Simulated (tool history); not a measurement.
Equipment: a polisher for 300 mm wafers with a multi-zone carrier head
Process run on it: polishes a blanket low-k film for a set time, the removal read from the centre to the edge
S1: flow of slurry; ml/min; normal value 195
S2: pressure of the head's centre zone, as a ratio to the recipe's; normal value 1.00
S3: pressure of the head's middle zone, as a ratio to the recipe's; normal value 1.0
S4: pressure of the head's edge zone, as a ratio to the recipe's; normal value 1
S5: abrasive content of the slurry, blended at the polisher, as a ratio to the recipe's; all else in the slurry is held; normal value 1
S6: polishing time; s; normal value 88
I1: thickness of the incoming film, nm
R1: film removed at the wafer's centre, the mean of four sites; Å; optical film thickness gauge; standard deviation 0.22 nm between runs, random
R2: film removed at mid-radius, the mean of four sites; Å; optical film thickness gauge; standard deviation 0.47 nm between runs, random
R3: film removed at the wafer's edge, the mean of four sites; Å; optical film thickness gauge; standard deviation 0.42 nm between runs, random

| run | hour | S1 | S2 | S3 | S4 | S5 | S6 | I1 | R1 | R2 | R3 |
|---|---|---|---|---|---|---|---|---|---|---|---|
| 1 | 0.0 | 170 | 1.00 | 1.0 | 1 | 1 | 88 | 773.2 | 342 | 334 | 352 |
|  | 10.0 | slurry nozzle cleaned |
| 2 | 75.1 | 195 | 1.00 | 1.0 | 1 | 1 | 88 | 786.4 | 371 | 356 | 366 |
|  | 82.9 | edge zone pressure recalibrated |
|  | 113.7 | worn pad replaced by a new one |
| 3 | 141.9 | 195 | 1.00 | 1.0 | 1 | 1 | 88 | 764.3 | 364 | 358 | 354 |
| 4 | 205.0 | 195 | 0.94 | 1.0 | 1 | 1 | 88 | 776.3 | 341 | 359 | 352 |
| 5 | 272.0 | 195 | 0.94 | 1.0 | 1 | 1 | 88 | 776.1 | 350 | 358 | 363 |
| 6 | 349.2 | 195 | 0.94 | 1.0 | 1 | 1 | 88 | 775.4 | 349 | 347 | 357 |
| 7 | 389.0 | 230 | 1.00 | 1.0 | 1 | 1 | 88 | 765.9 | 379 | 347 | 361 |
|  | 447.9 | slurry nozzle cleaned |
| 8 | 474.8 | 195 | 0.94 | 1.0 | 1 | 1 | 88 | 772.5 | 368 | 357 | 366 |
|  | 495.0 | centre zone pressure recalibrated |
|  | 517.8 | worn pad replaced by a new one |
| 9 | 533.3 | 195 | 1.00 | 1.0 | 1 | 1 | 99 | 759.2 | 406 | 385 | 409 |
|  | 560.1 | carrier head's membrane replaced by a new one |
|  | 561.8 | edge zone pressure recalibrated |
| 10 | 620.6 | 195 | 1.00 | 1.0 | 1 | 1 | 88 | 761.6 | 362 | 357 | 353 |
| 11 | 668.7 | 195 | 1.00 | 1.0 | 1 | 1 | 88 | 781.7 | 359 | 339 | 356 |

Run 12, settings as shown, results not yet in. Your forecast:
| 12 | 761.8 | 195 | 1.12 | 1.1 | 1 | 1 | 88 | 754.1 | ? | ? | ? |

Run 12 yielded R1 404 Å, R2 367 Å, R3 359 Å.
The same run, on a tool lacking any hidden state, would have yielded R1 405 Å, R2 376 Å, R3 365 Å.
